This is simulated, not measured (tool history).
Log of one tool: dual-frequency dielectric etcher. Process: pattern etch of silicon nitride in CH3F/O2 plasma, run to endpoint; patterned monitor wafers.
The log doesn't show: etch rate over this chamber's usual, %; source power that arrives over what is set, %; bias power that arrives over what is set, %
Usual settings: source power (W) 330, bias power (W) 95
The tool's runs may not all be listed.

run	hour	source power (W)	bias power (W)	wafers since the last listed run	hours since the last wet clean	hours since the last source power generator calibration	hours since the last bias power generator calibration	hours since the last upper electrode change	incoming incoming film thickness, nm	endpoint time (s)
1	0	330	111	0	264.1	3731.3	2896.1	3048.5	92.2	95.2
2	9.7	330	111	62	273.8	3741	2905.8	3058.2	93	96
3	18.9	330	111	59	283	3750.2	2915	3067.4	92.2	95.2
4	27.7	330	95	56	291.8	3759	2923.8	3076.2	93.5	103.5
5	43.4	330	95	100	307.5	3774.7	2939.5	3091.9	92.5	102.4
6	54.5	330	95	71	318.6	3785.8	2950.6	3103	92.5	102.9
7	66.9	330	95	79	331	3798.2	2963	3115.4	92.8	103.3
# hour 95.9: upper electrode replaced
8	96.4	330	82	35	360.5	3827.7	2992.5	0.5	94	111.6
9	96.8	330	102	2	360.9	3828.1	2992.9	0.9	93.5	101.4
10	97.1	330	104	1	361.2	3828.4	2993.2	1.2	92.1	99
11	101.2	330	104	26	365.3	3832.5	2997.3	5.3	93.1	100.4
12	113.7	330	95	80	377.8	3845	3009.8	17.8	93.2	104.7
13	124.9	330	95	71	389	3856.2	3021	29	93.5	104.3
14	136.8	390	117	76	400.9	3868.1	3032.9	40.9	93.1	87.4
15	143.6	290	72	43	407.7	3874.9	3039.7	47.7	92.2	125.4
16	156.8	330	72	84	420.9	3888.1	3052.9	60.9	92.8	117
# hour 182.8: wet clean of the chamber
# hour 182.8: source power generator calibrated
17	183.3	270	109	16	0.5	0.5	3079.4	87.4	92.5	104.9
18	185	330	95	10	2.2	2.2	3081.1	89.1	93.9	101.9
# hour 196.5: bias power generator calibrated
19	202.1	260	113	84	19.3	19.3	5.6	106.2	93.1	107.4
20	220	330	74	114	37.2	37.2	23.5	124.1	93.5	113.4
21	227.1	250	103	45	44.3	44.3	30.6	131.2	94	115.2
22	236.4	410	95	59	53.6	53.6	39.9	140.5	92.8	90.1
23	247.3	260	88	70	64.5	64.5	50.8	151.4	93.6	120.6
24	258.1	330	95	69	75.3	75.3	61.6	162.2	93.1	101.3
25	265.9	290	109	50	83.1	83.1	69.4	170	92.5	101.7
26	277	390	95	71	94.2	94.2	80.5	181.1	93.5	93.3

Some steps in endpoint time (s) between neighbouring runs. How much of each would the tool show without its hidden state too (settings, what came in, random variation), and how much is left for the hidden state, with any gauge scatter that isn't in both results?
Run 14 -> 15: source power (W) 390 -> 290, bias power (W) 117 -> 72. endpoint time (s) +38: hidden state +1.8, all else +36.2.
Run 16 -> 17: source power (W) 330 -> 270, bias power (W) 72 -> 109, wet clean of the chamber, source power generator calibrated. endpoint time (s) -12.1: hidden state -4.6, all else -7.5.
Run 22 -> 23: source power (W) 410 -> 260, bias power (W) 95 -> 88. endpoint time (s) +30.5: hidden state +0.4, all else +30.1.

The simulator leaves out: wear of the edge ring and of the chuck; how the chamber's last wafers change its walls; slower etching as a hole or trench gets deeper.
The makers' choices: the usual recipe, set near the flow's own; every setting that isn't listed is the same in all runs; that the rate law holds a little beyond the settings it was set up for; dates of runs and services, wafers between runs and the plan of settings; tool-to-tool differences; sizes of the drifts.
